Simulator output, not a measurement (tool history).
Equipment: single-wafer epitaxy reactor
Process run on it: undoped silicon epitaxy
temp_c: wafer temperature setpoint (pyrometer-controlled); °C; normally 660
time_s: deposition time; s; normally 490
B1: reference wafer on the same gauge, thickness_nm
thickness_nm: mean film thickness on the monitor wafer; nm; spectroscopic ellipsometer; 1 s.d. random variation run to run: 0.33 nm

{"run": 1, "day": 0.0, "temp_c": 660, "time_s": 490, "B1": 104.15, "thickness_nm": 111.142}
{"run": 2, "day": 0.65, "temp_c": 660, "time_s": 490, "B1": 103.946, "thickness_nm": 110.84}
{"run": 3, "day": 1.3, "temp_c": 660, "time_s": 490, "B1": 103.882, "thickness_nm": 110.93}
{"run": 4, "day": 2.4, "temp_c": 660, "time_s": 490, "B1": 104.024, "thickness_nm": 110.952}
{"run": 5, "day": 3.504, "temp_c": 660, "time_s": 490, "B1": 104.136, "thickness_nm": 110.588}
{"run": 6, "day": 4.65, "temp_c": 660, "time_s": 490, "B1": 103.992, "thickness_nm": 110.934}
{"run": 7, "day": 5.492, "temp_c": 660, "time_s": 490, "B1": 103.999, "thickness_nm": 110.734}
{"run": 8, "day": 6.25, "temp_c": 660, "time_s": 559, "B1": 103.971, "thickness_nm": 127.446}
{"day": 7.425, "done": "gauge calibrated"}
{"run": 9, "day": 7.721, "temp_c": 660, "time_s": 559, "B1": 104.062, "thickness_nm": 127.293}
{"run": 10, "day": 9.108, "temp_c": 665, "time_s": 468, "B1": 103.973, "thickness_nm": 120.364}
{"run": 11, "day": 10.133, "temp_c": 665, "time_s": 468, "B1": 103.954, "thickness_nm": 119.787}
{"run": 12, "day": 10.875, "temp_c": 665, "time_s": 468, "B1": 104.043, "thickness_nm": 119.475}
{"run": 13, "day": 11.65, "temp_c": 667, "time_s": 427, "B1": 103.932, "thickness_nm": 115.476}
{"run": 14, "day": 12.429, "temp_c": 667, "time_s": 427, "B1": 104.042, "thickness_nm": 115.369}
{"run": 15, "day": 13.6, "temp_c": 667, "time_s": 427, "B1": 103.972, "thickness_nm": 115.277}
{"run": 16, "day": 14.708, "temp_c": 660, "time_s": 451, "B1": 103.914, "thickness_nm": 103.115}
{"day": 16.771, "done": "pyrometer calibrated"}
{"run": 17, "day": 16.792, "temp_c": 660, "time_s": 451, "B1": 103.942, "thickness_nm": 96.239}
{"run": 18, "day": 17.796, "temp_c": 660, "time_s": 451, "B1": 104.116, "thickness_nm": 96.598}
{"run": 19, "day": 18.608, "temp_c": 664, "time_s": 490, "B1": 104.037, "thickness_nm": 116.244}
{"run": 20, "day": 19.667, "temp_c": 660, "time_s": 490, "B1": 104.128, "thickness_nm": 104.911}
{"run": 21, "day": 20.458, "temp_c": 660, "time_s": 437, "B1": 103.978, "thickness_nm": 93.666}
{"run": 22, "day": 20.979, "temp_c": 660, "time_s": 437, "B1": 103.932, "thickness_nm": 93.683}
{"run": 23, "day": 21.721, "temp_c": 660, "time_s": 490, "B1": 104.006, "thickness_nm": 105.54}
{"run": 24, "day": 22.812, "temp_c": 673, "time_s": 490, "B1": 104.176, "thickness_nm": 142.93}
{"run": 25, "day": 24.271, "temp_c": 660, "time_s": 490, "B1": 103.953, "thickness_nm": 105.026}
{"run": 26, "day": 25.6, "temp_c": 669, "time_s": 529, "B1": 104.058, "thickness_nm": 140.977}
{"run": 27, "day": 26.112, "temp_c": 660, "time_s": 490, "B1": 104.099, "thickness_nm": 104.235}
{"run": 28, "day": 27.088, "temp_c": 665, "time_s": 395, "B1": 103.989, "thickness_nm": 95.464}
{"run": 29, "day": 28.3, "temp_c": 656, "time_s": 490, "B1": 103.921, "thickness_nm": 94.626}
{"run": 30, "day": 29.788, "temp_c": 651, "time_s": 490, "B1": 104.088, "thickness_nm": 84.295}
{"run": 31, "day": 30.721, "temp_c": 650, "time_s": 446, "B1": 104.014, "thickness_nm": 74.438}
{"run": 32, "day": 31.5, "temp_c": 660, "time_s": 571, "B1": 104.056, "thickness_nm": 122.47}
{"run": 33, "day": 32.146, "temp_c": 649, "time_s": 490, "B1": 103.997, "thickness_nm": 79.655}
{"run": 34, "day": 33.354, "temp_c": 668, "time_s": 587, "B1": 103.988, "thickness_nm": 153.233}
{"day": 33.438, "done": "gauge calibrated"}
{"run": 35, "day": 34.092, "temp_c": 665, "time_s": 551, "B1": 104.021, "thickness_nm": 133.884}
{"run": 36, "day": 35.412, "temp_c": 668, "time_s": 587, "B1": 104.014, "thickness_nm": 152.545}
{"run": 37, "day": 36.421, "temp_c": 660, "time_s": 490, "B1": 104.003, "thickness_nm": 105.116}
{"run": 38, "day": 37.729, "temp_c": 674, "time_s": 556, "B1": 103.912, "thickness_nm": 167.313}
{"run": 39, "day": 38.621, "temp_c": 673, "time_s": 585, "B1": 104.115, "thickness_nm": 171.665}
{"run": 40, "day": 39.346, "temp_c": 660, "time_s": 490, "B1": 103.9, "thickness_nm": 105.991}
{"run": 41, "day": 40.171, "temp_c": 650, "time_s": 565, "B1": 103.921, "thickness_nm": 94.693}
{"run": 42, "day": 41.275, "temp_c": 672, "time_s": 440, "B1": 104.067, "thickness_nm": 125.626}
{"run": 43, "day": 42.017, "temp_c": 660, "time_s": 490, "B1": 104.06, "thickness_nm": 105.035}
{"run": 44, "day": 43.508, "temp_c": 673, "time_s": 545, "B1": 104.118, "thickness_nm": 160.678}
{"run": 45, "day": 47.921, "temp_c": 668, "time_s": 566, "B1": 104.034, "thickness_nm": 147.593}
{"run": 46, "day": 49.146, "temp_c": 660, "time_s": 584, "B1": 104.013, "thickness_nm": 125.867}
{"run": 47, "day": 50.542, "temp_c": 660, "time_s": 490, "B1": 104.01, "thickness_nm": 105.848}

Each row is a separate what-if for the run after 47, all from the same tool condition, not one after another. Results?
{"run": "A", "day": 50.562, "temp_c": 660, "time_s": 538, "B1": "?", "thickness_nm": "?"}
{"run": "B", "day": 50.562, "temp_c": 675, "time_s": 412, "B1": "?", "thickness_nm": "?"}
{"run": "C", "day": 50.562, "temp_c": 650, "time_s": 460, "B1": "?", "thickness_nm": "?"}

run=A B1=103.927 thickness_nm=115.465
run=B B1=103.927 thickness_nm=126.478
run=C B1=103.927 thickness_nm=77.195
With no hidden state in the tool, these same runs would have given:
run=A thickness_nm=115.040
run=B thickness_nm=126.029
run=C thickness_nm=76.903

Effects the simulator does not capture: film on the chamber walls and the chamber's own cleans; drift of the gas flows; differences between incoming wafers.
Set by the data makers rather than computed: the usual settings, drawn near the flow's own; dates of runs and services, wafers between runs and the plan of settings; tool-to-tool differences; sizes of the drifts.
